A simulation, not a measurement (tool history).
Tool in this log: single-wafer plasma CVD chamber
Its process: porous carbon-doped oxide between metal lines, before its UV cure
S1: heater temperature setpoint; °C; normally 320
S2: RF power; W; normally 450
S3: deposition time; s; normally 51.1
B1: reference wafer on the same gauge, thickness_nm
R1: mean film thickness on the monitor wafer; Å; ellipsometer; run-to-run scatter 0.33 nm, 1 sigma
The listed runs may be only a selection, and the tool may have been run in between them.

run,hour,S1,S2,S3,B1,R1
1,0,312,450,43.8,238.043,1986.74
2,6.2,312,450,43.8,237.86,1983.92
3,13.9,312,450,43.8,237.889,1988.58
4,31.8,320,450,51.1,238.214,2199.1
5,42.1,320,450,51.1,237.923,2198.97
6,48.5,320,450,51.1,238.122,2195.83
7,66.1,320,450,51.1,238.064,2194.25
8,73.3,320,450,51.1,238.132,2192.53
9,83.8,320,450,51.1,237.846,2192.12
10,99,320,450,51.1,237.967,2194.15
11,108.8,320,450,51.1,238.08,2197.4
12,116.1,320,450,51.1,237.834,2192.88
13,128.7,320,450,51.1,238.056,2196.76
# hour 138: thermocouple changed; heater temperature recalibrated
14,142.6,320,450,51.1,238.103,2105.06
15,160,320,450,51.1,238.095,2096.79
16,175.2,327,365,47,238.157,1570.97
# hour 178.4: gauge calibrated
17,185.3,320,450,51.1,237.863,2096.52
18,199,320,450,60.9,237.754,2493.86
19,210.6,320,450,51.1,237.927,2095.57
20,227.4,320,450,51.1,237.836,2091.97
# hour 241.3: RF generator calibrated
# hour 244.6: showerhead replaced
21,245.1,316,375,43.4,237.891,1662.09
22,245.4,330,530,48,238.131,2198.44
23,260,311,400,43.7,237.859,1814.31
24,271.3,320,475,55.8,238.077,2501.03
25,281.1,314,515,51.1,237.927,2518.14
26,293.2,325,535,60.8,237.867,2870.71
27,304.2,320,450,51.1,238.152,2210.65
28,318.9,320,535,53.9,238.185,2618.31
29,332.6,320,495,51.1,238.019,2360.3
30,341.9,305,450,55.9,238.066,2632.29
31,374.8,320,450,51.1,238.03,2202.58
32,390.5,313,450,51.1,238.046,2295.29
33,396.5,320,510,51.1,237.895,2401.82
34,412.9,332,450,51.1,237.995,2055.87
35,426.9,334,425,44.4,238.016,1694.37

Consider 3 possible next runs. They are alternatives, not a sequence: every one starts from the tool as it was left by run 35. What does each give?
A,427.3,320,450,51.1,?,?
B,427.3,310,450,60.9,?,?
C,427.3,329,370,54,?,?

run,B1,R1
A,237.893,2204.72
B,237.893,2780.26
C,237.893,1890.26
With the hidden condition removed and each run's random variation left untouched, the same runs would have given:
run,R1
A,2226.85
B,2807.73
C,1910.42

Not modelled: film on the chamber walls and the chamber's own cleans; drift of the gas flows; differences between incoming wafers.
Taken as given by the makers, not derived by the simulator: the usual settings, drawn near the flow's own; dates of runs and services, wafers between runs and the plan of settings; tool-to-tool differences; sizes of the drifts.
